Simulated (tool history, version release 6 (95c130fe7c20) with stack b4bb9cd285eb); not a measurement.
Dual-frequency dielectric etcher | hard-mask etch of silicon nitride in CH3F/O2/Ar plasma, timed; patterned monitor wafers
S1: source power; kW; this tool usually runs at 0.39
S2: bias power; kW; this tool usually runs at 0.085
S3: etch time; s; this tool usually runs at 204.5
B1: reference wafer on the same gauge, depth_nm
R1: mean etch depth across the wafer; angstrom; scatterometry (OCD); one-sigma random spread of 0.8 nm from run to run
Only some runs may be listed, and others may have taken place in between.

run    hour    S1     S2     S3     B1    R1
  1       0  0.39  0.085  239.5  134.9  1897
  2    64.6  0.39  0.085  239.5  135.1  1894
  3   125.8  0.39  0.085  239.5  135.1  1888
      198.8  -- wet clean of the chamber
  4   199.3  0.39  0.085  204.5  134.8  1631
  5   241.6  0.39  0.085  204.5    135  1636
  6   302.7  0.39  0.085  204.5    135  1632
  7   345.7  0.39  0.085  204.5  134.9  1618
  8   478.1  0.39  0.071  204.5    135  1492
  9   504.4  0.39  0.071  204.5    135  1503
      516.5  -- gauge calibrated
 10   533.6  0.39  0.071  204.5  135.1  1490
 11     578  0.39  0.085  204.5  135.1  1602
 12   645.8  0.39  0.085  204.5    135  1596
 13   680.8  0.39  0.085  204.5    135  1604
      706.1  -- wet clean of the chamber
 14   863.8  0.32  0.066    179    135  1147
      925.4  -- source power generator calibrated
 15     929  0.35  0.085  263.5  135.1  1969
 16   970.8  0.39  0.085  204.5  135.1  1600
      980.6  -- bias power generator calibrated
 17  1015.6  0.42  0.092  233.5  135.1  1955
 18    1046  0.39  0.076  204.5  134.9  1538
 19  1111.6  0.43  0.085  204.5    135  1673

What will run 20 give?
 20  1144.8  0.33  0.085  204.5   ?   ?

B1: 134.9
R1: 1470 angstrom
With the hidden condition absent and the run-to-run variation left alone, this run would have shown R1 1518 angstrom.
